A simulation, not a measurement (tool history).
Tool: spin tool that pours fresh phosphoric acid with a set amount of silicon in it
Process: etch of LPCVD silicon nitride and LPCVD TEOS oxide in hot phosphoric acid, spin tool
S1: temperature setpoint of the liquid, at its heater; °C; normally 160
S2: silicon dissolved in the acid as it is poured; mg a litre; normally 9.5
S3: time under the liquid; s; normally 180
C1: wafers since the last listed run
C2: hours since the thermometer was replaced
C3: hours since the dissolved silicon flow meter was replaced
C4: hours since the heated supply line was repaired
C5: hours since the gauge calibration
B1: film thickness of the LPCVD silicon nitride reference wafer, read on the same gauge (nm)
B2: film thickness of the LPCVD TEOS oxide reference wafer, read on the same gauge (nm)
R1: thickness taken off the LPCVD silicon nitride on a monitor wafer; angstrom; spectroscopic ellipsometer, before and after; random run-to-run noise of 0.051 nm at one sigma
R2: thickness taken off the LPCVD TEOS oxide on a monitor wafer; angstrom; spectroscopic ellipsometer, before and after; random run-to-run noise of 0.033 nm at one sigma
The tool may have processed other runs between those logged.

run   hour     S1    S2   S3   C1      C2     C3      C4     C5     B1      B2     R1     R2
  1      0    160   9.5  180    0    1093   61.1  1661.8  589.1     90  60.001  159.7   8.86
      13.2  -- gauge calibrated
  2   45.4    160   9.5  180  304  1138.4  106.5  1707.2   32.2  89.98  59.997  160.6    8.2
  3  107.9    160   9.5  180  419  1200.9    169  1769.7   94.7     90  59.989  160.9   8.12
  4  166.4    160   9.5  180  392  1259.4  227.5  1828.2  153.2  89.97  59.995    160   7.59
  5  289.2    160   9.5  180  823  1382.2  350.3    1951    276  89.98  59.989  161.8   7.71
  6  342.6    160   9.5  180  358  1435.6  403.7  2004.4  329.4     90  59.995  161.2   9.13
  7  413.7  158.5   9.5  230  476  1506.7  474.8  2075.5  400.5  89.96  60.014  196.3  10.01
  8    513  161.5  14.5   75  666    1606  574.1  2174.8  499.8  90.03  59.986   71.4   3.48
     571.6  -- heated supply line repaired
  9  586.8    160  14.5  225  488  1679.8  647.9    15.2  573.6     90   59.99  203.5   8.66
     624.3  -- gauge calibrated
 10  666.1    162   9.5  180  531  1759.1  727.2    94.5   41.8  89.98  60.015    174   8.71
     693.5  -- dissolved silicon flow meter replaced
 11  709.6  161.5  14.5   85  285  1802.6   16.1     138   85.3  89.98  60.007   81.1   4.25
     733.5  -- thermometer replaced
 12    766  157.5     4  105  371    32.5   72.5   194.4  141.7  90.01  60.001   82.2   3.68
 13  829.6    160   9.5  255  426    96.1  136.1     258  205.3  89.99  60.008  218.2  10.96
 14  896.6    160   9.5  180  449   163.1  203.1     325  272.3     90  59.986  154.3   7.21
 15  945.1  158.5   9.5  245  325   211.6  251.6   373.5  320.8  90.04  60.011  200.3   8.11

3 options for the next run, each taken on its own from the tool as it stands now. Forecast them:
  A  945.6    160  9.5  180   3  212.1  252.1  374  321.3   ?   ?   ?   ?
  B  945.6    162  4.5  245   3  212.1  252.1  374  321.3   ?   ?   ?   ?
  C  945.6  162.5  4.5  100   3  212.1  252.1  374  321.3   ?   ?   ?   ?

run     B1      B2     R1     R2
  A  89.99  59.986  154.6   7.22
  B  89.99  59.986  224.9  12.63
  C  89.99  59.986   93.4   5.35
What these runs would have given with no unlogged condition in the tool:
run     R1     R2
  A  151.8   6.93
  B  220.9  12.13
  C   91.7   5.14
